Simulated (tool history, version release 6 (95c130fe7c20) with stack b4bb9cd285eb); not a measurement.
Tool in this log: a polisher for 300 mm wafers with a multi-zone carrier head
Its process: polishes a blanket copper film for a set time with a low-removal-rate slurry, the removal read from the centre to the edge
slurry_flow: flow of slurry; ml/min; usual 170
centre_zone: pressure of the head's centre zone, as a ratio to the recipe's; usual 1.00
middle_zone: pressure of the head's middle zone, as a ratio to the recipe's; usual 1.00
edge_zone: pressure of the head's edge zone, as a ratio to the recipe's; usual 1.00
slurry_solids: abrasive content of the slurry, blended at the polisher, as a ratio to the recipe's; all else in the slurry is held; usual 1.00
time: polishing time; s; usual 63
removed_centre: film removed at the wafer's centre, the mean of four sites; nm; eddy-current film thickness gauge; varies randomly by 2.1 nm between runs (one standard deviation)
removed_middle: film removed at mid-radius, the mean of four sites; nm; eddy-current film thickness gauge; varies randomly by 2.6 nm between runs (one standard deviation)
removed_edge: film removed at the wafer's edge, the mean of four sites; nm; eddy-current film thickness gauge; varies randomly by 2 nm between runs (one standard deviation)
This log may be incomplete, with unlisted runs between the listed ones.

run	hour	slurry_flow	centre_zone	middle_zone	edge_zone	slurry_solids	time	wafers since the last listed run	wafers polished on this pad	hours since the slurry nozzle was cleaned	hours since the centre zone pressure was calibrated	hours since the edge zone pressure was calibrated	hours since the carrier head's membrane was replaced	incoming thickness of the incoming film, nm	removed_centre	removed_middle	removed_edge
1	0.0	170	1.00	1.00	1.00	1.00	63	0	468	583.3	290.2	35.1	77.6	780.6	219.1	224.7	230.7
# hour 203.4: slurry nozzle cleaned
2	231.6	170	1.09	1.00	1.00	0.80	63	1993	2462	28.2	521.8	266.7	309.2	766.1	238.1	224.9	222.1
3	321.4	185	1.00	1.00	1.00	0.90	85	776	3238	118.0	611.6	356.5	399.0	778.3	297.1	313.2	312.3
4	360.0	170	1.00	1.00	1.00	1.00	52	333	3572	156.6	650.2	395.1	437.6	762.7	185.2	193.1	192.0
# hour 439.3: centre zone pressure recalibrated
5	465.1	170	1.00	1.00	1.12	1.00	57	891	4463	261.7	25.8	500.2	542.7	752.6	201.3	205.9	219.2
6	525.8	170	1.00	1.00	0.94	1.10	63	524	4988	322.4	86.5	560.9	603.4	778.0	223.5	236.1	229.2
7	583.9	170	1.10	0.89	1.00	1.00	63	502	5490	380.5	144.6	619.0	661.5	761.8	237.1	205.0	230.8
# hour 626.2: carrier head's membrane replaced by a new one
8	626.7	170	1.00	1.00	1.00	1.00	63	326	5817	423.3	187.4	661.8	0.5	781.8	215.4	228.5	230.2
9	682.3	170	1.00	1.00	1.08	1.00	63	480	6297	478.9	243.0	717.4	56.1	772.9	216.6	226.2	236.2
# hour 704.8: worn pad replaced by a new one
10	775.6	170	1.00	1.00	1.00	1.00	63	771	611	572.2	336.3	810.7	149.4	778.0	218.9	221.1	229.2
# hour 830.9: slurry nozzle cleaned
11	876.4	225	0.92	0.95	1.00	1.00	44	862	1474	45.5	437.1	911.5	250.2	774.2	152.9	168.0	168.1
# hour 891.6: edge zone pressure recalibrated
12	929.8	135	1.00	1.06	1.10	1.00	63	444	1918	98.9	490.5	38.2	303.6	759.7	213.3	229.0	236.0
13	969.5	170	0.93	0.88	1.00	1.00	63	343	2262	138.6	530.2	77.9	343.3	770.4	205.5	208.5	227.1
14	1064.0	170	1.00	1.00	1.00	0.80	63	816	3079	233.1	624.7	172.4	437.8	770.5	210.8	216.2	218.8
# hour 1101.1: centre zone pressure recalibrated
15	1168.9	170	1.00	1.00	1.00	1.00	63	889	3968	338.0	67.8	277.3	542.7	768.0	218.6	223.3	229.4
# hour 1256.0: carrier head's membrane replaced by a new one
16	1270.0	170	1.00	1.00	1.00	1.00	69	830	4799	439.1	168.9	378.4	14.0	774.8	242.1	246.2	250.0
17	1343.7	170	1.00	1.00	1.00	1.00	63	637	5436	512.8	242.6	452.1	87.7	782.7	216.8	223.0	226.5
# hour 1428.6: worn pad replaced by a new one
18	1434.4	210	1.00	1.00	1.11	1.20	78	749	50	603.5	333.3	542.8	178.4	779.2	291.2	307.2	316.0
19	1509.1	190	1.06	1.00	0.95	1.00	63	645	695	678.2	408.0	617.5	253.1	778.1	235.8	224.9	226.2
20	1560.1	170	1.00	0.92	1.00	1.00	63	440	1136	729.2	459.0	668.5	304.1	777.1	215.1	214.8	224.1
# hour 1613.2: slurry nozzle cleaned
21	1650.8	110	1.00	1.00	1.00	0.85	78	775	1912	37.6	549.7	759.2	394.8	761.2	244.1	253.8	261.0
22	1731.9	170	1.00	1.00	1.00	1.00	63	701	2613	118.7	630.8	840.3	475.9	770.1	227.1	229.8	234.5

State the hidden condition of the tool at each of the runs:
removal rate lost through wear of the pad, %: 0, the same for each run
deviation of the centre zone's pressure from its setpoint, %: 0, the same for each run
deviation of the edge zone's pressure from its setpoint, %: 0, the same for each run
H1: slurry flow missing at the pad, %
run	H1
1	22
2	5
3	11.4
4	13.5
5	17.8
6	19.5
7	20.8
8	21.6
9	22.4
10	23.4
11	8.48
12	12.3
13	14.6
14	18.9
15	21.9
16	23.9
17	24.8
18	25.7
19	26.2
20	26.4
21	4.52
22	10.2
